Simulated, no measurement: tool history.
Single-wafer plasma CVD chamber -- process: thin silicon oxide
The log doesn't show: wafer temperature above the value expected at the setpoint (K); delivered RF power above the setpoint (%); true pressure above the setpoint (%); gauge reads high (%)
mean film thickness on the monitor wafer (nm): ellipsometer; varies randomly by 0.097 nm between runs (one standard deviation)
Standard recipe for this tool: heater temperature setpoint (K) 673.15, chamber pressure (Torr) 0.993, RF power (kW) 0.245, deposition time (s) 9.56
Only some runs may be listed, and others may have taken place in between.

run   hour  heater temperature setpoint (K)  chamber pressure (Torr)  RF power (kW)  deposition time (s)  wafers since the last listed run  hours since the last thermocouple change  hours since the last RF generator calibration  hours since the last manometer calibration  hours since the showerhead was replaced  hours since the gauge calibration  read-back reference wafer on the same gauge, thickness_nm  mean film thickness on the monitor wafer (nm)
  1      0                           680.15                    0.903          0.245                 9.56                                 0                                     834.7                                         1345.1                                      1659.9                                   6036.5                              471.5                                                     21.094                                          17.55
  2     64                           681.15                    0.993          0.245                 9.56                              2587                                     898.7                                         1409.1                                      1723.9                                   6100.5                              535.5                                                     21.099                                         19.577
  3   99.9                           681.15                    0.993          0.245                 9.56                              1451                                     934.6                                           1445                                      1759.8                                   6136.4                              571.4                                                       21.1                                         19.519
  4  131.2                           673.15                    0.825          0.245                 9.56                              1265                                     965.9                                         1476.3                                      1791.1                                   6167.7                              602.7                                                     21.096                                         15.358
  5    218                           673.15                    0.825          0.245                 9.56                              3509                                    1052.7                                         1563.1                                      1877.9                                   6254.5                              689.5                                                     21.105                                         15.386
  6  241.6                           673.15                    0.825          0.245                 9.56                               954                                    1076.3                                         1586.7                                      1901.5                                   6278.1                              713.1                                                     21.103                                         15.274
  7  268.7                           670.15                    0.993          0.245                 9.56                              1095                                    1103.4                                         1613.8                                      1928.6                                   6305.2                              740.2                                                     21.077                                         19.525
  8  282.5                           670.15                    0.993          0.245                 9.56                               557                                    1117.2                                         1627.6                                      1942.4                                     6319                                754                                                     21.113                                         19.458
  9  296.8                           670.15                    0.993          0.245                 9.56                               578                                    1131.5                                         1641.9                                      1956.7                                   6333.3                              768.3                                                       21.1                                         19.433
     319.9  -- showerhead replaced
 10  326.3                           673.15                    0.993          0.245                 9.56                               869                                      1161                                         1671.4                                      1986.2                                      6.4                              797.8                                                     21.108                                         19.271
     357.3  -- RF generator calibrated
 11  357.8                           673.15                    0.993          0.245                 9.56                               950                                    1192.5                                            0.5                                      2017.7                                     37.9                              829.3                                                      21.09                                         19.249
 12  373.4                           673.15                    0.993          0.245                 8.81                               630                                    1208.1                                           16.1                                      2033.3                                     53.5                              844.9                                                     21.124                                         17.727
     383.2  -- capacitance manometer re-zeroed and calibrated
 13  404.1                           673.15                    0.993           0.22                 9.56                               917                                    1238.8                                           46.8                                        20.9                                     84.2                              875.6                                                     21.082                                         19.933
 14    425                           673.15                    1.086          0.245                 9.56                               845                                    1259.7                                           67.7                                        41.8                                    105.1                              896.5                                                       21.1                                         22.629
     448.8  -- gauge calibrated
 15  455.7                           673.15                    1.148          0.245                 9.56                              1241                                    1290.4                                           98.4                                        72.5                                    135.8                                6.9                                                     21.104                                         23.743
 16  471.7                           673.15                    0.929            0.2                 9.56                               646                                    1306.4                                          114.4                                        88.5                                    151.8                               22.9                                                     21.069                                         18.078
 17  492.2                           673.15                    0.993          0.245                 9.56                               828                                    1326.9                                          134.9                                         109                                    172.3                               43.4                                                     21.113                                         20.896
 18  577.3                           680.15                    0.903          0.245                 9.56                              3440                                      1412                                            220                                       194.1                                    257.4                              128.5                                                     21.118                                         18.766
     598.4  -- thermocouple changed; heater temperature recalibrated
 19  603.6                           679.15                    0.823          0.245                 9.56                               739                                       5.2                                          246.3                                       220.4                                    283.7                              154.8                                                      21.11                                         16.721
 20  627.5                           673.15                    0.993          0.245                 9.56                               966                                      29.1                                          270.2                                       244.3                                    307.6                              178.7                                                     21.106                                         20.848
 21  703.7                           679.15                    0.993          0.245                 9.56                              3080                                     105.3                                          346.4                                       320.5                                    383.8                              254.9                                                     21.107                                         20.743
 22  729.1                           673.15                    1.183           0.27                 9.56                              1026                                     130.7                                          371.8                                       345.9                                    409.2                              280.3                                                     21.121                                         24.995
 23  764.9                           673.15                    0.993          0.245                 9.56                              1447                                     166.5                                          407.6                                       381.7                                      445                              316.1                                                     21.087                                         20.722
 24  784.9                           669.15                    1.081          0.195                10.08                               808                                     186.5                                          427.6                                       401.7                                      465                              336.1                                                     21.102                                         21.754
 25    816                           684.15                    0.993            0.2                10.54                              1257                                     217.6                                          458.7                                       432.8                                    496.1                              367.2                                                     21.121                                         21.167
 26  847.9                           682.15                    0.749          0.285                 10.5                              1289                                     249.5                                          490.6                                       464.7                                      528                              399.1                                                     21.141                                         16.638
 27  864.5                           673.15                    0.993          0.245                 9.56                               671                                     266.1                                          507.2                                       481.3                                    544.6                              415.7                                                     21.082                                         20.808
 28  883.7                           673.15                    0.775          0.245                10.19                               776                                     285.3                                          526.4                                       500.5                                    563.8                              434.9                                                     21.084                                         16.256
 29  909.7                           673.15                    1.207          0.245                 9.56                              1051                                     311.3                                          552.4                                       526.5                                    589.8                              460.9                                                     21.105                                         24.331

Branching from run 29: 4 alternative next runs. What would each branch give?
  A  910.1                           673.15                    0.993          0.245                 9.56                                16                                     311.7                                          552.8                                       526.9                                    590.2                              461.3                                                          ?                                              ?
  B  910.1                           673.15                    0.993          0.225                 9.56                                16                                     311.7                                          552.8                                       526.9                                    590.2                              461.3                                                          ?                                              ?
  C  910.1                           673.15                    0.993          0.245                10.56                                16                                     311.7                                          552.8                                       526.9                                    590.2                              461.3                                                          ?                                              ?
  D  910.1                           683.15                    0.993          0.245                 9.56                                16                                     311.7                                          552.8                                       526.9                                    590.2                              461.3                                                          ?                                              ?

run  read-back reference wafer on the same gauge, thickness_nm  mean film thickness on the monitor wafer (nm)
  A                                                     21.096                                         20.739
  B                                                     21.096                                          20.05
  C                                                     21.096                                         22.902
  D                                                     21.096                                         20.585
With the hidden condition removed and each run's random variation left untouched, the same runs would have given:
run  mean film thickness on the monitor wafer (nm)
  A                                         20.688
  B                                         20.001
  C                                         22.845
  D                                         20.534

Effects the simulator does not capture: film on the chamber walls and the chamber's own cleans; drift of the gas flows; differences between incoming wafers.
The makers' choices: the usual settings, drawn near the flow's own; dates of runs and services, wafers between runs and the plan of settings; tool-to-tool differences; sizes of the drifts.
